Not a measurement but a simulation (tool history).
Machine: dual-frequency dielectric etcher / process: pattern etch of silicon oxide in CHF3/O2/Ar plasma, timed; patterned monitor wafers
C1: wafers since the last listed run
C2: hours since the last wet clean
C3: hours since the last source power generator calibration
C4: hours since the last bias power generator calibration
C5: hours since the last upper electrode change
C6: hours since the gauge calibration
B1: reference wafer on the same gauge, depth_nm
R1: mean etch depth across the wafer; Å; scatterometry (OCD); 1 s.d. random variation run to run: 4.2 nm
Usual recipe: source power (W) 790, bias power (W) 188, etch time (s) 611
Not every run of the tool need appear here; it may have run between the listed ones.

Run 1, day 0: usual settings but etch time (s) 508.5; C1 0; C2 270.6; C3 2812; C4 1574.8; C5 3170.4; C6 162.6; B1 1221.8. Result: R1 12117 Å.
Run 2, day 2.817: usual settings but etch time (s) 508.5; C1 283; C2 338.2; C3 2879.6; C4 1642.4; C5 3238; C6 230.2; B1 1221.5. Result: R1 12039 Å.
Run 3, day 5.883: usual settings but etch time (s) 508.5; C1 308; C2 411.8; C3 2953.2; C4 1716; C5 3311.6; C6 303.8; B1 1219.9. Result: R1 11994 Å.
Run 4, day 8.321: usual settings but source power (W) 850, etch time (s) 745; C1 245; C2 470.3; C3 3011.7; C4 1774.5; C5 3370.1; C6 362.3; B1 1220.8. Result: R1 18303 Å.
At day 11.879: wet clean of the chamber.
Run 5, day 11.9: usual settings; C1 259; C2 0.5; C3 3097.6; C4 1860.4; C5 3456; C6 448.2; B1 1220.3. Result: R1 14712 Å.
Run 6, day 15.496: usual settings but bias power (W) 160; C1 361; C2 86.8; C3 3183.9; C4 1946.7; C5 3542.3; C6 534.5; B1 1221.2. Result: R1 14053 Å.
Run 7, day 19.212: usual settings but source power (W) 920; C1 374; C2 176; C3 3273.1; C4 2035.9; C5 3631.5; C6 623.7; B1 1219.5. Result: R1 15787 Å.
Run 8, day 28.171: usual settings but source power (W) 920; C1 901; C2 391; C3 3488.1; C4 2250.9; C5 3846.5; C6 838.7; B1 1219.6. Result: R1 15656 Å.
Run 9, day 30.329: usual settings but source power (W) 920, bias power (W) 160; C1 217; C2 442.8; C3 3539.9; C4 2302.7; C5 3898.3; C6 890.5; B1 1220.2. Result: R1 15030 Å.
At day 30.529: bias power generator calibrated.
At day 30.854: source power generator calibrated.
At day 34.4: wet clean of the chamber.
Run 10, day 34.808: usual settings; C1 316; C2 9.8; C3 94.9; C4 102.7; C5 4005.8; C6 998; B1 1220.5. Result: R1 14952 Å.
Run 11, day 37.492: usual settings; C1 270; C2 74.2; C3 159.3; C4 167.1; C5 4070.2; C6 1062.4; B1 1220.3. Result: R1 14959 Å.
At day 40.321: upper electrode replaced.
Run 12, day 40.342: usual settings; C1 186; C2 142.6; C3 227.7; C4 235.5; C5 0.5; C6 1130.8; B1 1220.8. Result: R1 14848 Å.
Run 13, day 41.833: usual settings but source power (W) 610, bias power (W) 216, etch time (s) 702.5; C1 150; C2 178.4; C3 263.5; C4 271.3; C5 36.3; C6 1166.6; B1 1220. Result: R1 15173 Å.
Run 14, day 45.404: usual settings but source power (W) 590, etch time (s) 535; C1 359; C2 264.1; C3 349.2; C4 357; C5 122; C6 1252.3; B1 1220.4. Result: R1 10945 Å.

Predict the results of run 15:
Run 15, day 47.408: usual settings; C1 201; C2 312.2; C3 397.3; C4 405.1; C5 170.1; C6 1300.4; B1 ?. Result: R1 ?.

B1: 1219
R1: 14783 Å
With no hidden state in the tool, this same run would have given R1 14995 Å.

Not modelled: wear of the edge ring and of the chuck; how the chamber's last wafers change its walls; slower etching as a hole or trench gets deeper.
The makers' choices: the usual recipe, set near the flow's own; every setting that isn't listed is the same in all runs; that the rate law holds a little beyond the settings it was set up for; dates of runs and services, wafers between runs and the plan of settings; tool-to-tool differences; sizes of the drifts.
